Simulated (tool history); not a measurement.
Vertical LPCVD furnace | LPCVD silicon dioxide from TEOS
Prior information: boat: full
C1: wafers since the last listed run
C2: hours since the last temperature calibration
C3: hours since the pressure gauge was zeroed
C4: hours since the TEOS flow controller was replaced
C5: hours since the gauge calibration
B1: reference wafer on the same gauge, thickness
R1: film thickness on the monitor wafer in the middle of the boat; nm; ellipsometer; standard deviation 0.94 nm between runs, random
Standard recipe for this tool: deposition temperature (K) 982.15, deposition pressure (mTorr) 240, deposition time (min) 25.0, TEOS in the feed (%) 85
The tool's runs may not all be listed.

run 1 hour=0.0 | deposition_temperature_(K)=982.15 deposition_pressure_(mTorr)=240 deposition_time_(min)=25.0 TEOS_in_the_feed_(%)=85 | C1=0 C2=3599.9 C3=3280.7 C4=4568.8 C5=1152.5 | B1=204.83 | R1=241.81
run 2 hour=74.0 | deposition_temperature_(K)=982.15 deposition_pressure_(mTorr)=240 deposition_time_(min)=25.0 TEOS_in_the_feed_(%)=85 | C1=939 C2=3673.9 C3=3354.7 C4=4642.8 C5=1226.5 | B1=205.07 | R1=244.23
run 3 hour=138.4 | deposition_temperature_(K)=982.15 deposition_pressure_(mTorr)=240 deposition_time_(min)=25.0 TEOS_in_the_feed_(%)=85 | C1=817 C2=3738.3 C3=3419.1 C4=4707.2 C5=1290.9 | B1=204.91 | R1=244.18
run 4 hour=205.8 | deposition_temperature_(K)=982.15 deposition_pressure_(mTorr)=240 deposition_time_(min)=25.0 TEOS_in_the_feed_(%)=85 | C1=855 C2=3805.7 C3=3486.5 C4=4774.6 C5=1358.3 | B1=205.22 | R1=244.05
run 5 hour=308.3 | deposition_temperature_(K)=982.15 deposition_pressure_(mTorr)=240 deposition_time_(min)=25.0 TEOS_in_the_feed_(%)=85 | C1=1301 C2=3908.2 C3=3589.0 C4=4877.1 C5=1460.8 | B1=204.95 | R1=245.05
run 6 hour=352.5 | deposition_temperature_(K)=982.15 deposition_pressure_(mTorr)=240 deposition_time_(min)=25.0 TEOS_in_the_feed_(%)=74 | C1=561 C2=3952.4 C3=3633.2 C4=4921.3 C5=1505.0 | B1=205.28 | R1=227.20
run 7 hour=423.8 | deposition_temperature_(K)=982.15 deposition_pressure_(mTorr)=240 deposition_time_(min)=25.0 TEOS_in_the_feed_(%)=85 | C1=905 C2=4023.7 C3=3704.5 C4=4992.6 C5=1576.3 | B1=205.07 | R1=245.53
run 8 hour=470.4 | deposition_temperature_(K)=982.15 deposition_pressure_(mTorr)=240 deposition_time_(min)=25.0 TEOS_in_the_feed_(%)=91 | C1=591 C2=4070.3 C3=3751.1 C4=5039.2 C5=1622.9 | B1=204.75 | R1=253.39
run 9 hour=573.8 | deposition_temperature_(K)=982.15 deposition_pressure_(mTorr)=240 deposition_time_(min)=25.0 TEOS_in_the_feed_(%)=91 | C1=1312 C2=4173.7 C3=3854.5 C4=5142.6 C5=1726.3 | B1=204.96 | R1=254.14
run 10 hour=680.0 | deposition_temperature_(K)=982.15 deposition_pressure_(mTorr)=240 deposition_time_(min)=27.0 TEOS_in_the_feed_(%)=85 | C1=1348 C2=4279.9 C3=3960.7 C4=5248.8 C5=1832.5 | B1=205.41 | R1=264.75
run 11 hour=742.5 | deposition_temperature_(K)=982.15 deposition_pressure_(mTorr)=240 deposition_time_(min)=27.0 TEOS_in_the_feed_(%)=85 | C1=793 C2=4342.4 C3=4023.2 C4=5311.3 C5=1895.0 | B1=204.68 | R1=265.96
run 12 hour=849.7 | deposition_temperature_(K)=982.15 deposition_pressure_(mTorr)=240 deposition_time_(min)=25.0 TEOS_in_the_feed_(%)=85 | C1=1360 C2=4449.6 C3=4130.4 C4=5418.5 C5=2002.2 | B1=204.82 | R1=244.75
run 13 hour=952.2 | deposition_temperature_(K)=982.15 deposition_pressure_(mTorr)=240 deposition_time_(min)=25.0 TEOS_in_the_feed_(%)=85 | C1=1301 C2=4552.1 C3=4232.9 C4=5521.0 C5=2104.7 | B1=205.15 | R1=245.15
-- hour=1037.8 pressure gauge zeroed
run 14 hour=1038.3 | deposition_temperature_(K)=994.15 deposition_pressure_(mTorr)=240 deposition_time_(min)=25.0 TEOS_in_the_feed_(%)=70 | C1=788 C2=4638.2 C3=0.5 C4=5607.1 C5=2190.8 | B1=204.96 | R1=292.07
-- hour=1048.2 gauge calibrated
run 15 hour=1216.6 | deposition_temperature_(K)=993.15 deposition_pressure_(mTorr)=270 deposition_time_(min)=34.5 TEOS_in_the_feed_(%)=97 | C1=2263 C2=4816.5 C3=178.8 C4=5785.4 C5=168.4 | B1=205.05 | R1=495.19
run 16 hour=1271.5 | deposition_temperature_(K)=982.15 deposition_pressure_(mTorr)=220 deposition_time_(min)=25.0 TEOS_in_the_feed_(%)=85 | C1=696 C2=4871.4 C3=233.7 C4=5840.3 C5=223.3 | B1=204.60 | R1=239.05
run 17 hour=1331.2 | deposition_temperature_(K)=994.15 deposition_pressure_(mTorr)=240 deposition_time_(min)=20.5 TEOS_in_the_feed_(%)=90 | C1=757 C2=4931.1 C3=293.4 C4=5900.0 C5=283.0 | B1=204.97 | R1=275.31
-- hour=1386.6 thermocouples replaced and temperature profile calibrated
run 18 hour=1387.1 | deposition_temperature_(K)=982.15 deposition_pressure_(mTorr)=240 deposition_time_(min)=25.0 TEOS_in_the_feed_(%)=85 | C1=404 C2=0.5 C3=349.3 C4=5955.9 C5=338.9 | B1=205.23 | R1=231.08
run 19 hour=1411.4 | deposition_temperature_(K)=982.15 deposition_pressure_(mTorr)=200 deposition_time_(min)=19.5 TEOS_in_the_feed_(%)=97 | C1=308 C2=24.8 C3=373.6 C4=5980.2 C5=363.2 | B1=204.49 | R1=175.62
run 20 hour=1455.0 | deposition_temperature_(K)=988.15 deposition_pressure_(mTorr)=205 deposition_time_(min)=18.0 TEOS_in_the_feed_(%)=85 | C1=553 C2=68.4 C3=417.2 C4=6023.8 C5=406.8 | B1=205.09 | R1=176.51
run 21 hour=1491.3 | deposition_temperature_(K)=982.15 deposition_pressure_(mTorr)=180 deposition_time_(min)=25.0 TEOS_in_the_feed_(%)=97 | C1=460 C2=104.7 C3=453.5 C4=6060.1 C5=443.1 | B1=205.23 | R1=213.53
-- hour=1526.9 TEOS flow controller replaced
run 22 hour=1548.2 | deposition_temperature_(K)=982.15 deposition_pressure_(mTorr)=240 deposition_time_(min)=25.0 TEOS_in_the_feed_(%)=85 | C1=417 C2=161.6 C3=510.4 C4=21.3 C5=500.0 | B1=204.92 | R1=230.46
run 23 hour=1603.4 | deposition_temperature_(K)=989.15 deposition_pressure_(mTorr)=290 deposition_time_(min)=15.5 TEOS_in_the_feed_(%)=85 | C1=700 C2=216.8 C3=565.6 C4=76.5 C5=555.2 | B1=205.37 | R1=183.96
run 24 hour=1690.3 | deposition_temperature_(K)=974.15 deposition_pressure_(mTorr)=295 deposition_time_(min)=21.5 TEOS_in_the_feed_(%)=90 | C1=1103 C2=303.7 C3=652.5 C4=163.4 C5=642.1 | B1=204.55 | R1=189.81
run 25 hour=1798.0 | deposition_temperature_(K)=987.15 deposition_pressure_(mTorr)=240 deposition_time_(min)=33.0 TEOS_in_the_feed_(%)=85 | C1=1367 C2=411.4 C3=760.2 C4=271.1 C5=749.8 | B1=204.96 | R1=342.74
run 26 hour=1934.7 | deposition_temperature_(K)=990.15 deposition_pressure_(mTorr)=240 deposition_time_(min)=25.0 TEOS_in_the_feed_(%)=96 | C1=1735 C2=548.1 C3=896.9 C4=407.8 C5=886.5 | B1=204.96 | R1=297.80
run 27 hour=2040.2 | deposition_temperature_(K)=982.15 deposition_pressure_(mTorr)=240 deposition_time_(min)=25.0 TEOS_in_the_feed_(%)=85 | C1=1339 C2=653.6 C3=1002.4 C4=513.3 C5=992.0 | B1=205.10 | R1=233.19

Forecast each of these 5 alternatives for the next run:
run A hour=2045.4 | deposition_temperature_(K)=982.15 deposition_pressure_(mTorr)=240 deposition_time_(min)=25.0 TEOS_in_the_feed_(%)=92 | C1=66 C2=658.8 C3=1007.6 C4=518.5 C5=997.2 | B1=? | R1=?
run B hour=2045.4 | deposition_temperature_(K)=982.15 deposition_pressure_(mTorr)=240 deposition_time_(min)=25.0 TEOS_in_the_feed_(%)=94 | C1=66 C2=658.8 C3=1007.6 C4=518.5 C5=997.2 | B1=? | R1=?
run C hour=2045.4 | deposition_temperature_(K)=988.15 deposition_pressure_(mTorr)=240 deposition_time_(min)=25.0 TEOS_in_the_feed_(%)=85 | C1=66 C2=658.8 C3=1007.6 C4=518.5 C5=997.2 | B1=? | R1=?
run D hour=2045.4 | deposition_temperature_(K)=982.15 deposition_pressure_(mTorr)=215 deposition_time_(min)=25.0 TEOS_in_the_feed_(%)=85 | C1=66 C2=658.8 C3=1007.6 C4=518.5 C5=997.2 | B1=? | R1=?
run E hour=2045.4 | deposition_temperature_(K)=993.15 deposition_pressure_(mTorr)=195 deposition_time_(min)=25.0 TEOS_in_the_feed_(%)=85 | C1=66 C2=658.8 C3=1007.6 C4=518.5 C5=997.2 | B1=? | R1=?

run=A B1=205.02 R1=242.08
run=B B1=205.02 R1=244.70
run=C B1=205.02 R1=266.54
run=D B1=205.02 R1=220.24
run=E B1=205.02 R1=268.72
With the hidden condition removed and each run's random variation left untouched, the same runs would have given:
run=A R1=236.31
run=B R1=238.86
run=C R1=260.27
run=D R1=214.99
run=E R1=262.45
